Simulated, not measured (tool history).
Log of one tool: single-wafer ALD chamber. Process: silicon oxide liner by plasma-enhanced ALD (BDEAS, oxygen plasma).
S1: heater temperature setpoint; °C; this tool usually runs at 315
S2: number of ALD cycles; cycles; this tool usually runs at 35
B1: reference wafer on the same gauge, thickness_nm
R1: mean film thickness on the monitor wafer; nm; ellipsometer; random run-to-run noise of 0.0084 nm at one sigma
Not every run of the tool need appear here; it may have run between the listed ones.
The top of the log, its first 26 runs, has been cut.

{"hour": 684.5, "done": "thermocouple changed; heater temperature recalibrated"}
{"run": 27, "hour": 701.9, "S1": 304, "S2": 32, "B1": 3.917, "R1": 3.097}
{"run": 28, "hour": 717.5, "S1": 311, "S2": 35, "B1": 3.917, "R1": 3.359}
{"run": 29, "hour": 745.8, "S1": 324, "S2": 41, "B1": 3.913, "R1": 3.868}
{"run": 30, "hour": 767.3, "S1": 308, "S2": 40, "B1": 3.912, "R1": 3.837}
{"run": 31, "hour": 789.7, "S1": 308, "S2": 38, "B1": 3.907, "R1": 3.659}
{"run": 32, "hour": 812.7, "S1": 315, "S2": 35, "B1": 3.905, "R1": 3.343}
{"run": 33, "hour": 830.2, "S1": 315, "S2": 35, "B1": 3.905, "R1": 3.34}
{"run": 34, "hour": 851.9, "S1": 315, "S2": 35, "B1": 3.903, "R1": 3.334}
{"run": 35, "hour": 882.2, "S1": 306, "S2": 35, "B1": 3.901, "R1": 3.368}
{"run": 36, "hour": 911.9, "S1": 328, "S2": 32, "B1": 3.895, "R1": 2.987}
{"run": 37, "hour": 930.5, "S1": 308, "S2": 32, "B1": 3.896, "R1": 3.069}
{"run": 38, "hour": 962.1, "S1": 330, "S2": 42, "B1": 3.89, "R1": 3.885}
{"run": 39, "hour": 984.6, "S1": 315, "S2": 35, "B1": 3.887, "R1": 3.319}

For run 40, what comes out?
{"run": 40, "hour": 1007.1, "S1": 324, "S2": 29, "B1": "?", "R1": "?"}

B1: 3.885
R1: 2.707 nm
Had the tool carried no hidden state, the very same run would have given R1 2.747 nm.

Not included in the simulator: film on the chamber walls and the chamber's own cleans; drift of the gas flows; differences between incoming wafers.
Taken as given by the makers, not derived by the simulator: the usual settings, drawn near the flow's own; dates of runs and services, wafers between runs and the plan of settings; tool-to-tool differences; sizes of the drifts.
